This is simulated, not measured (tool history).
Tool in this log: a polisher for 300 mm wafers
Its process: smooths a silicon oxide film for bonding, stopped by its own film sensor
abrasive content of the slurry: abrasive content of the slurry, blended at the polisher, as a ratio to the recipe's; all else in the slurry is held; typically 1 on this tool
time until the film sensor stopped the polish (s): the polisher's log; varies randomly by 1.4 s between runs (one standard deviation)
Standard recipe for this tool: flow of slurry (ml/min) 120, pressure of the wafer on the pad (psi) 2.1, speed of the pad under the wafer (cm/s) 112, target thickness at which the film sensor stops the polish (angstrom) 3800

run,hour,flow of slurry (ml/min),pressure of the wafer on the pad (psi),speed of the pad under the wafer (cm/s),abrasive content of the slurry,target thickness at which the film sensor stops the polish (angstrom),wafers since the last listed run,wafers polished on this pad,hours since the slurry nozzle was cleaned,hours since the head pressure was calibrated,hours since the slurry blender was calibrated,"incoming thickness of the incoming film, nm",time until the film sensor stopped the polish (s)
1,0,120,2.6,126,1,3800,0,515,558.7,408,52.1,446.9,57.8
2,58.1,120,2.6,126,1,3800,370,886,616.8,466.1,110.2,430.6,45.2
# hour 90.5: head pressure recalibrated
3,124.1,120,2.6,126,1,3800,408,1295,682.8,33.6,176.2,446.6,58
4,189.7,120,2.1,112,1,3800,418,1714,748.4,99.2,241.8,446.4,78.9
# hour 217.6: slurry nozzle cleaned
5,234.9,120,2.1,112,1,3800,282,1996,17.3,144.4,287,438.3,68.7
6,289.7,120,2.1,112,1,3800,349,2346,72.1,199.2,341.8,432.3,60.8
7,359.2,105,2.1,86,1,3800,443,2790,141.6,268.7,411.3,431.4,78.3
# hour 414.8: worn pad replaced by a new one
8,417.4,120,2.1,74,1,3800,346,16,199.8,326.9,469.5,441.1,99.5
# hour 439: slurry blender recalibrated
9,476,120,2.1,86,1.15,3670,361,377,258.4,385.5,37,433.2,93
10,521.7,120,2.1,112,1,3800,291,669,304.1,431.2,82.7,434.1,63.4
11,569.8,140,2.1,94,0.9,3800,307,976,352.2,479.3,130.8,446.3,90.5
12,624.4,120,2.1,96,1.15,3800,348,1325,406.8,533.9,185.4,443,78.4
# hour 647.8: head pressure recalibrated
13,656.8,120,2.1,112,1,3800,194,1519,439.2,9,217.8,437.3,69.4
14,699.6,120,2.1,80,1,3800,273,1792,482,51.8,260.6,440.2,92.8
15,836.5,120,2.1,112,0.7,3800,874,2666,618.9,188.7,397.5,447.6,90.6
16,891.2,140,2.1,144,1,3800,349,3016,673.6,243.4,452.2,439.3,54.8
# hour 905.3: worn pad replaced by a new one
17,962.4,120,2.1,112,1,3800,429,364,744.8,314.6,523.4,438.9,66.6
# hour 984.6: slurry nozzle cleaned
# hour 1008.2: slurry blender recalibrated
18,1023.8,120,2.4,124,1,3800,372,737,39.2,376,15.6,436.7,53.7
19,1069.8,120,2.1,112,1.2,3800,293,1031,85.2,422,61.6,439.5,67.5
20,1129.2,120,2.6,112,1,3680,379,1410,144.6,481.4,121,442.3,69.7
# hour 1182.7: head pressure recalibrated
21,1200.4,120,2.1,112,1,3800,441,1852,215.8,17.7,192.2,444.3,72.7
22,1251.4,145,1.6,112,1,3700,325,2178,266.8,68.7,243.2,441.8,108.8
23,1299.7,120,2.1,112,1,3800,308,2486,315.1,117,291.5,432.1,59.5
24,1333.5,85,2.1,112,1,3800,215,2702,348.9,150.8,325.3,439.7,77.3
25,1489.2,120,2.1,112,0.85,3600,994,3696,504.6,306.5,481,439.7,95.4
# hour 1508.6: worn pad replaced by a new one
26,1548.5,100,2.1,112,0.9,3800,353,254,563.9,365.8,540.3,439.6,73.6
27,1608.5,120,2.1,112,0.7,3800,383,637,623.9,425.8,600.3,430.8,65.5
# hour 1626.6: slurry blender recalibrated
28,1652,95,2.1,112,0.75,3600,264,902,667.4,469.3,25.4,448.1,119.3
# hour 1659.2: head pressure recalibrated
29,1704.9,120,2.1,112,1,3800,325,1227,720.3,45.7,78.3,440,68.3
30,1745.5,85,2.1,96,1.1,3940,259,1487,760.9,86.3,118.9,448.9,75.1

Hidden state, per run?
removal rate lost through wear of the pad, %: 0 on each run
slurry flow missing at the pad, %: 0 on each run
deviation of the head's pressure from its setpoint, %: 0 on each run
abrasive missing from the slurry, %: 0 on each run

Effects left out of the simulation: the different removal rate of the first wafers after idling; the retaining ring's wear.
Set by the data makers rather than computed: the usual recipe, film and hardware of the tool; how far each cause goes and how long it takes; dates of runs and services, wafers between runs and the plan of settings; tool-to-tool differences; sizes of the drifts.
